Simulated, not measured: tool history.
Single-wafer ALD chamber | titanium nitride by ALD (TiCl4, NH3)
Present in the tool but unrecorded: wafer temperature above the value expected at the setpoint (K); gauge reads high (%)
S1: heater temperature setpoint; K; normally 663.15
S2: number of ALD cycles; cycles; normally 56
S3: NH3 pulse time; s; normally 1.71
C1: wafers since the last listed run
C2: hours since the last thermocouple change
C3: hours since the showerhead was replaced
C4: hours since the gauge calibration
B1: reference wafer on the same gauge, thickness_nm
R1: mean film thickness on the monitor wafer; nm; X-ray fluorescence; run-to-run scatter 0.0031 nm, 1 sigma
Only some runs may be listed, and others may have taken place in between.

{"run": 1, "hour": 0.0, "S1": 663.15, "S2": 56, "S3": 1.44, "C1": 0, "C2": 1156.5, "C3": 4945.7, "C4": 143.5, "B1": 1.353, "R1": 1.233}
{"run": 2, "hour": 7.9, "S1": 663.15, "S2": 56, "S3": 1.44, "C1": 23, "C2": 1164.4, "C3": 4953.6, "C4": 151.4, "B1": 1.354, "R1": 1.238}
{"run": 3, "hour": 23.1, "S1": 663.15, "S2": 56, "S3": 1.96, "C1": 45, "C2": 1179.6, "C3": 4968.8, "C4": 166.6, "B1": 1.356, "R1": 1.25}
{"run": 4, "hour": 34.6, "S1": 663.15, "S2": 56, "S3": 1.96, "C1": 34, "C2": 1191.1, "C3": 4980.3, "C4": 178.1, "B1": 1.355, "R1": 1.253}
{"run": 5, "hour": 49.5, "S1": 663.15, "S2": 56, "S3": 1.71, "C1": 44, "C2": 1206.0, "C3": 4995.2, "C4": 193.0, "B1": 1.356, "R1": 1.25}
{"run": 6, "hour": 63.6, "S1": 663.15, "S2": 56, "S3": 1.71, "C1": 42, "C2": 1220.1, "C3": 5009.3, "C4": 207.1, "B1": 1.356, "R1": 1.248}
{"run": 7, "hour": 73.6, "S1": 663.15, "S2": 56, "S3": 1.71, "C1": 29, "C2": 1230.1, "C3": 5019.3, "C4": 217.1, "B1": 1.356, "R1": 1.242}
{"run": 8, "hour": 85.2, "S1": 663.15, "S2": 56, "S3": 1.71, "C1": 34, "C2": 1241.7, "C3": 5030.9, "C4": 228.7, "B1": 1.357, "R1": 1.248}
{"hour": 126.6, "done": "showerhead replaced"}
{"hour": 135.1, "done": "thermocouple changed; heater temperature recalibrated"}
{"run": 9, "hour": 135.6, "S1": 663.15, "S2": 56, "S3": 1.71, "C1": 102, "C2": 0.5, "C3": 9.0, "C4": 279.1, "B1": 1.358, "R1": 1.244}
{"run": 10, "hour": 140.7, "S1": 663.15, "S2": 56, "S3": 2.04, "C1": 15, "C2": 5.6, "C3": 14.1, "C4": 284.2, "B1": 1.358, "R1": 1.261}
{"run": 11, "hour": 148.0, "S1": 663.15, "S2": 56, "S3": 2.04, "C1": 21, "C2": 12.9, "C3": 21.4, "C4": 291.5, "B1": 1.359, "R1": 1.26}
{"run": 12, "hour": 163.7, "S1": 663.15, "S2": 56, "S3": 2.15, "C1": 46, "C2": 28.6, "C3": 37.1, "C4": 307.2, "B1": 1.359, "R1": 1.255}
{"run": 13, "hour": 180.4, "S1": 663.15, "S2": 56, "S3": 1.71, "C1": 49, "C2": 45.3, "C3": 53.8, "C4": 323.9, "B1": 1.36, "R1": 1.251}
{"run": 14, "hour": 192.2, "S1": 667.15, "S2": 56, "S3": 1.71, "C1": 35, "C2": 57.1, "C3": 65.6, "C4": 335.7, "B1": 1.359, "R1": 1.253}
{"run": 15, "hour": 199.6, "S1": 663.15, "S2": 56, "S3": 1.71, "C1": 22, "C2": 64.5, "C3": 73.0, "C4": 343.1, "B1": 1.36, "R1": 1.245}
{"run": 16, "hour": 216.1, "S1": 649.15, "S2": 56, "S3": 1.71, "C1": 49, "C2": 81.0, "C3": 89.5, "C4": 359.6, "B1": 1.359, "R1": 1.233}
{"hour": 227.8, "done": "gauge calibrated"}
{"run": 17, "hour": 233.2, "S1": 672.15, "S2": 46, "S3": 1.31, "C1": 51, "C2": 98.1, "C3": 106.6, "C4": 5.4, "B1": 1.339, "R1": 1.014}
{"run": 18, "hour": 248.2, "S1": 678.15, "S2": 63, "S3": 1.53, "C1": 44, "C2": 113.1, "C3": 121.6, "C4": 20.4, "B1": 1.341, "R1": 1.398}
{"run": 19, "hour": 263.2, "S1": 663.15, "S2": 56, "S3": 1.71, "C1": 44, "C2": 128.1, "C3": 136.6, "C4": 35.4, "B1": 1.343, "R1": 1.231}
{"run": 20, "hour": 280.8, "S1": 663.15, "S2": 56, "S3": 1.51, "C1": 52, "C2": 145.7, "C3": 154.2, "C4": 53.0, "B1": 1.346, "R1": 1.232}
{"run": 21, "hour": 288.7, "S1": 663.15, "S2": 56, "S3": 1.71, "C1": 23, "C2": 153.6, "C3": 162.1, "C4": 60.9, "B1": 1.346, "R1": 1.24}
{"run": 22, "hour": 303.5, "S1": 675.15, "S2": 47, "S3": 1.31, "C1": 44, "C2": 168.4, "C3": 176.9, "C4": 75.7, "B1": 1.349, "R1": 1.038}
{"run": 23, "hour": 312.4, "S1": 658.15, "S2": 56, "S3": 2.2, "C1": 26, "C2": 177.3, "C3": 185.8, "C4": 84.6, "B1": 1.349, "R1": 1.242}
{"run": 24, "hour": 318.5, "S1": 659.15, "S2": 56, "S3": 2.36, "C1": 18, "C2": 183.4, "C3": 191.9, "C4": 90.7, "B1": 1.349, "R1": 1.251}
{"run": 25, "hour": 335.9, "S1": 649.15, "S2": 63, "S3": 1.24, "C1": 52, "C2": 200.8, "C3": 209.3, "C4": 108.1, "B1": 1.352, "R1": 1.361}
{"run": 26, "hour": 345.5, "S1": 658.15, "S2": 50, "S3": 2.32, "C1": 28, "C2": 210.4, "C3": 218.9, "C4": 117.7, "B1": 1.352, "R1": 1.119}
{"run": 27, "hour": 355.0, "S1": 651.15, "S2": 46, "S3": 1.29, "C1": 28, "C2": 219.9, "C3": 228.4, "C4": 127.2, "B1": 1.351, "R1": 0.999}
{"run": 28, "hour": 373.0, "S1": 657.15, "S2": 61, "S3": 1.71, "C1": 53, "C2": 237.9, "C3": 246.4, "C4": 145.2, "B1": 1.353, "R1": 1.347}

Here are 4 independent what-if runs from the current tool condition. What would each one return?
{"run": "A", "hour": 373.5, "S1": 663.15, "S2": 56, "S3": 1.47, "C1": 1, "C2": 238.4, "C3": 246.9, "C4": 145.7, "B1": "?", "R1": "?"}
{"run": "B", "hour": 373.5, "S1": 673.15, "S2": 53, "S3": 1.71, "C1": 1, "C2": 238.4, "C3": 246.9, "C4": 145.7, "B1": "?", "R1": "?"}
{"run": "C", "hour": 373.5, "S1": 663.15, "S2": 66, "S3": 1.71, "C1": 1, "C2": 238.4, "C3": 246.9, "C4": 145.7, "B1": "?", "R1": "?"}
{"run": "D", "hour": 373.5, "S1": 663.15, "S2": 50, "S3": 1.31, "C1": 1, "C2": 238.4, "C3": 246.9, "C4": 145.7, "B1": "?", "R1": "?"}

run=A B1=1.354 R1=1.241
run=B B1=1.354 R1=1.193
run=C B1=1.354 R1=1.472
run=D B1=1.354 R1=1.103
Take away the tool's hidden state, keep each run's random variation, and the runs would have read:
run=A R1=1.229
run=B R1=1.181
run=C R1=1.457
run=D R1=1.092
